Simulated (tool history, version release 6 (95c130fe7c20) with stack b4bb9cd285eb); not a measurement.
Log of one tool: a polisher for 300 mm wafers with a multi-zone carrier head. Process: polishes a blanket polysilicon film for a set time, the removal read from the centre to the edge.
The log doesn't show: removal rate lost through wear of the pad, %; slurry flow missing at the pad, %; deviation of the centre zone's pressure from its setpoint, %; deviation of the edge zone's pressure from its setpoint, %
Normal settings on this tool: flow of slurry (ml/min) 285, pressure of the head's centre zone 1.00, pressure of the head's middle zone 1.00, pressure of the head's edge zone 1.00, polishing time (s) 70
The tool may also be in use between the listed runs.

| run | day | flow of slurry (ml/min) | pressure of the head's centre zone | pressure of the head's middle zone | pressure of the head's edge zone | polishing time (s) | wafers since the last listed run | wafers polished on this pad | hours since the slurry nozzle was cleaned | hours since the centre zone pressure was calibrated | hours since the edge zone pressure was calibrated | hours since the carrier head's membrane was replaced | incoming thickness of the incoming film, nm | film removed at the wafer's centre (nm) | film removed at mid-radius (nm) | film removed at the wafer's edge (nm) |
|---|---|---|---|---|---|---|---|---|---|---|---|---|---|---|---|---|
| 1 | 0.000 | 285 | 1.00 | 1.00 | 1.00 | 88 | 0 | 649 | 260.9 | 94.6 | 864.0 | 203.9 | 2304.3 | 530.3 | 539.3 | 538.6 |
| 2 | 2.912 | 285 | 1.00 | 1.00 | 1.00 | 70 | 820 | 1469 | 330.8 | 164.5 | 933.9 | 273.8 | 2286.0 | 420.0 | 430.9 | 425.1 |
|  | 4.004 | worn pad replaced by a new one |
| 3 | 5.721 | 285 | 1.00 | 1.00 | 1.00 | 70 | 743 | 483 | 398.2 | 231.9 | 1001.3 | 341.2 | 2316.6 | 423.8 | 429.8 | 431.7 |
| 4 | 7.425 | 285 | 1.00 | 1.00 | 1.00 | 70 | 479 | 962 | 439.1 | 272.8 | 1042.2 | 382.1 | 2334.4 | 423.3 | 434.0 | 433.3 |
| 5 | 9.538 | 285 | 1.00 | 1.00 | 1.00 | 70 | 594 | 1557 | 489.8 | 323.5 | 1092.9 | 432.8 | 2296.8 | 412.2 | 426.7 | 423.7 |
|  | 10.421 | worn pad replaced by a new one |
| 6 | 10.579 | 285 | 1.00 | 1.00 | 1.06 | 70 | 246 | 44 | 514.8 | 348.5 | 1117.9 | 457.8 | 2303.5 | 415.5 | 425.0 | 435.9 |
| 7 | 12.133 | 210 | 1.00 | 1.00 | 1.00 | 70 | 437 | 482 | 552.1 | 385.8 | 1155.2 | 495.1 | 2314.7 | 391.8 | 394.1 | 400.1 |
| 8 | 13.354 | 210 | 1.00 | 1.00 | 1.00 | 70 | 343 | 825 | 581.4 | 415.1 | 1184.5 | 524.4 | 2275.3 | 392.5 | 398.3 | 407.2 |
| 9 | 15.304 | 285 | 1.00 | 0.96 | 1.00 | 70 | 549 | 1374 | 628.2 | 461.9 | 1231.3 | 571.2 | 2284.2 | 420.0 | 409.3 | 424.0 |

For run 10, what comes out?
|  | 15.971 | worn pad replaced by a new one |
|  | 16.379 | carrier head's membrane replaced by a new one |
| 10 | 17.254 | 285 | 1.03 | 1.00 | 1.00 | 70 | 443 | 302 | 675.0 | 508.7 | 1278.1 | 21.0 | 2259.2 | ? | ? | ? |

Logged for run 10: film removed at the wafer's centre (nm) 429.3, film removed at mid-radius (nm) 427.3, film removed at the wafer's edge (nm) 420.8.
The same run, on a tool lacking any hidden state, would have yielded film removed at the wafer's centre (nm) 458.6, film removed at mid-radius (nm) 453.3, film removed at the wafer's edge (nm) 439.8.
